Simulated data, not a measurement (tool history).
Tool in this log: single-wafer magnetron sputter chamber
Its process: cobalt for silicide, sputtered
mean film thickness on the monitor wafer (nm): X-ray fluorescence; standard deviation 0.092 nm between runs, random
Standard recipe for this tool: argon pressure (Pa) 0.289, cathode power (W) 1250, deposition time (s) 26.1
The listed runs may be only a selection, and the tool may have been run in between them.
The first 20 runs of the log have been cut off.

run,day,argon pressure (Pa),cathode power (W),deposition time (s),"read-back reference wafer on the same gauge, thickness_nm",mean film thickness on the monitor wafer (nm)
21,36.300,0.289,1250,26.1,16.393,15.048
22,38.179,0.385,1250,26.1,16.397,14.194
23,40.183,0.289,1250,26.1,16.413,14.928
24,42.338,0.289,1250,26.1,16.379,14.734
# day 43.754: capacitance manometer re-zeroed and calibrated
25,44.988,0.289,1250,26.1,16.419,14.799
26,46.179,0.333,1550,29.0,16.399,20.043
# day 46.775: sputter target and shields replaced
27,48.742,0.289,1250,26.1,16.396,15.120
28,51.654,0.189,1550,22.7,16.412,16.996
29,53.825,0.289,1550,26.1,16.397,18.711
30,56.146,0.289,1050,29.8,16.369,14.554
31,58.550,0.289,1250,26.1,16.382,15.064
32,61.338,0.289,1250,26.1,16.405,14.930
33,62.496,0.383,1250,26.1,16.394,14.366
# day 63.488: sputter target and shields replaced
34,63.558,0.330,1150,29.4,16.433,15.707
35,64.767,0.289,1150,30.7,16.379,16.591
36,66.996,0.289,1250,26.1,16.388,15.237

Here are 3 independent what-if runs from the current tool condition. What would each one return?
A,67.012,0.349,1250,26.1,?,?
B,67.012,0.229,1000,24.0,?,?
C,67.012,0.289,1450,26.1,?,?

run,"read-back reference wafer on the same gauge, thickness_nm",mean film thickness on the monitor wafer (nm)
A,16.404,14.768
B,16.404,11.456
C,16.404,17.590
Without the tool's unlogged condition, the same runs would have read:
run,mean film thickness on the monitor wafer (nm)
A,14.905
B,11.562
C,17.752
